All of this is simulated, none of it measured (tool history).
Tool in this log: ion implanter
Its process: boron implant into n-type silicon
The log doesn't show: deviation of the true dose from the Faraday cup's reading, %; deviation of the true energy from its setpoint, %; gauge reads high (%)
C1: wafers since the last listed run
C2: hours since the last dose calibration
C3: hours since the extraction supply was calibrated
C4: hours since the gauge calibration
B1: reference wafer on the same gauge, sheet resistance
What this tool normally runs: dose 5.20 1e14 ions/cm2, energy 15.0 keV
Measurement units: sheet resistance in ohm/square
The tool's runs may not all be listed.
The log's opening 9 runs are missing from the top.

{"run": 10, "hour": 652.2, "dose": 5.2, "energy": 15.0, "C1": 959, "C2": 894.6, "C3": 2503.0, "C4": 388.7, "B1": 205.73, "sheet resistance": 232.53}
{"run": 11, "hour": 721.8, "dose": 5.2, "energy": 15.0, "C1": 1553, "C2": 964.2, "C3": 2572.6, "C4": 458.3, "B1": 206.05, "sheet resistance": 231.64}
{"run": 12, "hour": 774.3, "dose": 5.2, "energy": 15.0, "C1": 1171, "C2": 1016.7, "C3": 2625.1, "C4": 510.8, "B1": 206.06, "sheet resistance": 231.83}
{"run": 13, "hour": 880.4, "dose": 5.2, "energy": 15.0, "C1": 2368, "C2": 1122.8, "C3": 2731.2, "C4": 616.9, "B1": 206.13, "sheet resistance": 231.19}
{"run": 14, "hour": 973.9, "dose": 5.2, "energy": 15.0, "C1": 2086, "C2": 1216.3, "C3": 2824.7, "C4": 710.4, "B1": 206.37, "sheet resistance": 231.63}
{"run": 15, "hour": 1067.8, "dose": 5.2, "energy": 18.5, "C1": 2095, "C2": 1310.2, "C3": 2918.6, "C4": 804.3, "B1": 206.46, "sheet resistance": 227.84}
{"run": 16, "hour": 1110.8, "dose": 5.99, "energy": 11.5, "C1": 959, "C2": 1353.2, "C3": 2961.6, "C4": 847.3, "B1": 206.42, "sheet resistance": 210.47}
{"run": 17, "hour": 1184.3, "dose": 4.61, "energy": 10.0, "C1": 1640, "C2": 1426.7, "C3": 3035.1, "C4": 920.8, "B1": 206.61, "sheet resistance": 264.88}
{"run": 18, "hour": 1236.5, "dose": 4.8, "energy": 19.5, "C1": 1165, "C2": 1478.9, "C3": 3087.3, "C4": 973.0, "B1": 206.7, "sheet resistance": 243.14}
{"run": 19, "hour": 1315.9, "dose": 6.42, "energy": 10.5, "C1": 1772, "C2": 1558.3, "C3": 3166.7, "C4": 1052.4, "B1": 206.77, "sheet resistance": 200.44}
{"hour": 1371.7, "done": "extraction supply calibrated"}
{"run": 20, "hour": 1375.3, "dose": 6.66, "energy": 18.5, "C1": 1147, "C2": 1617.7, "C3": 3.6, "C4": 1111.8, "B1": 206.94, "sheet resistance": 186.06}
{"run": 21, "hour": 1476.4, "dose": 6.37, "energy": 11.0, "C1": 2256, "C2": 1718.8, "C3": 104.7, "C4": 1212.9, "B1": 207.0, "sheet resistance": 201.94}
{"run": 22, "hour": 1524.6, "dose": 3.97, "energy": 15.0, "C1": 1075, "C2": 1767.0, "C3": 152.9, "C4": 1261.1, "B1": 207.11, "sheet resistance": 290.1}
{"run": 23, "hour": 1573.9, "dose": 6.58, "energy": 15.0, "C1": 1100, "C2": 1816.3, "C3": 202.2, "C4": 1310.4, "B1": 207.13, "sheet resistance": 190.7}
{"run": 24, "hour": 1612.0, "dose": 4.79, "energy": 10.5, "C1": 850, "C2": 1854.4, "C3": 240.3, "C4": 1348.5, "B1": 207.28, "sheet resistance": 256.34}
{"run": 25, "hour": 1678.4, "dose": 6.28, "energy": 13.0, "C1": 1481, "C2": 1920.8, "C3": 306.7, "C4": 1414.9, "B1": 207.44, "sheet resistance": 201.43}
{"run": 26, "hour": 1750.2, "dose": 5.2, "energy": 15.0, "C1": 1602, "C2": 1992.6, "C3": 378.5, "C4": 1486.7, "B1": 207.52, "sheet resistance": 234.36}
{"run": 27, "hour": 1822.2, "dose": 3.88, "energy": 20.0, "C1": 1606, "C2": 2064.6, "C3": 450.5, "C4": 1558.7, "B1": 207.54, "sheet resistance": 287.41}
{"hour": 1863.9, "done": "Faraday cup replaced and dose calibrated"}
{"run": 28, "hour": 1925.0, "dose": 4.78, "energy": 10.5, "C1": 2115, "C2": 61.1, "C3": 553.3, "C4": 1661.5, "B1": 207.66, "sheet resistance": 256.91}
{"run": 29, "hour": 2001.1, "dose": 3.88, "energy": 20.0, "C1": 1698, "C2": 137.2, "C3": 629.4, "C4": 1737.6, "B1": 207.79, "sheet resistance": 290.13}

The next listed run, before its measurement:
{"run": 30, "hour": 2103.0, "dose": 5.78, "energy": 18.5, "C1": 2274, "C2": 239.1, "C3": 731.3, "C4": 1839.5, "B1": "?", "sheet resistance": "?"}

{"run 30": {"B1": 207.94, "sheet resistance": 211.08}}
Without the tool's hidden state the same run would have given sheet resistance 209.06 ohm/square.
